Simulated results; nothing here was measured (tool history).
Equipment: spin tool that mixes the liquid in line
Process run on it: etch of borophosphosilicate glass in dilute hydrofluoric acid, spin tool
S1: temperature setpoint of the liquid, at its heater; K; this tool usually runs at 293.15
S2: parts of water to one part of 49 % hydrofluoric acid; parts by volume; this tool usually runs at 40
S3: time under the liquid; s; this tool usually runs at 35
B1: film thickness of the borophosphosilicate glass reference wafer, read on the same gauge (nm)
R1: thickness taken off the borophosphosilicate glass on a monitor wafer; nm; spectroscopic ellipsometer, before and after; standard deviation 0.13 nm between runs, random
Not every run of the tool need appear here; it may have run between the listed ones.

| run | day | S1 | S2 | S3 | B1 | R1 |
|---|---|---|---|---|---|---|
| 1 | 0 | 290.15 | 40 | 20 | 40 | 13.36 |
| 2 | 3.738 | 293.15 | 40 | 35 | 39.95 | 26.29 |
| 3 | 7.946 | 293.15 | 40 | 35 | 39.99 | 26.59 |
|  | 9.654 | hydrofluoric acid flow meter replaced |
| 4 | 11.192 | 293.15 | 40 | 35 | 40.03 | 25.8 |
| 5 | 14.792 | 293.15 | 40 | 35 | 40.01 | 26 |
| 6 | 19.004 | 296.65 | 40 | 35 | 40.01 | 29.96 |
| 7 | 22.525 | 293.15 | 40 | 35 | 40 | 25.83 |
| 8 | 25.5 | 293.15 | 40 | 35 | 39.96 | 25.8 |
| 9 | 27.396 | 293.15 | 40 | 35 | 40 | 26.02 |
| 10 | 30.992 | 293.15 | 40 | 35 | 40.02 | 26.14 |
| 11 | 35.171 | 293.15 | 40 | 35 | 40 | 26.25 |
| 12 | 39.025 | 293.15 | 45 | 35 | 39.99 | 23.27 |
|  | 39.883 | gauge calibrated |
| 13 | 42.817 | 293.15 | 40 | 45 | 40 | 33.61 |
| 14 | 47.004 | 293.15 | 40 | 35 | 40.02 | 26.31 |
| 15 | 51.483 | 290.15 | 50 | 35 | 40.01 | 18.41 |
| 16 | 55.262 | 290.15 | 30 | 35 | 39.99 | 31.26 |
| 17 | 58.721 | 293.15 | 40 | 35 | 39.96 | 26.35 |
| 18 | 62.7 | 293.15 | 55 | 20 | 39.99 | 10.93 |
|  | 64.583 | thermometer replaced |
| 19 | 65.933 | 291.15 | 25 | 30 | 40.02 | 34.01 |
| 20 | 70.017 | 294.65 | 60 | 35 | 40.05 | 18.51 |
| 21 | 72.212 | 293.15 | 40 | 35 | 39.95 | 26.61 |

For run 22, what comes out?
| 22 | 75.696 | 296.15 | 55 | 35 | ? | ? |

B1: 40
R1: 21.7 nm
The same run, on a tool lacking any hidden state, would have yielded R1 20.82 nm.
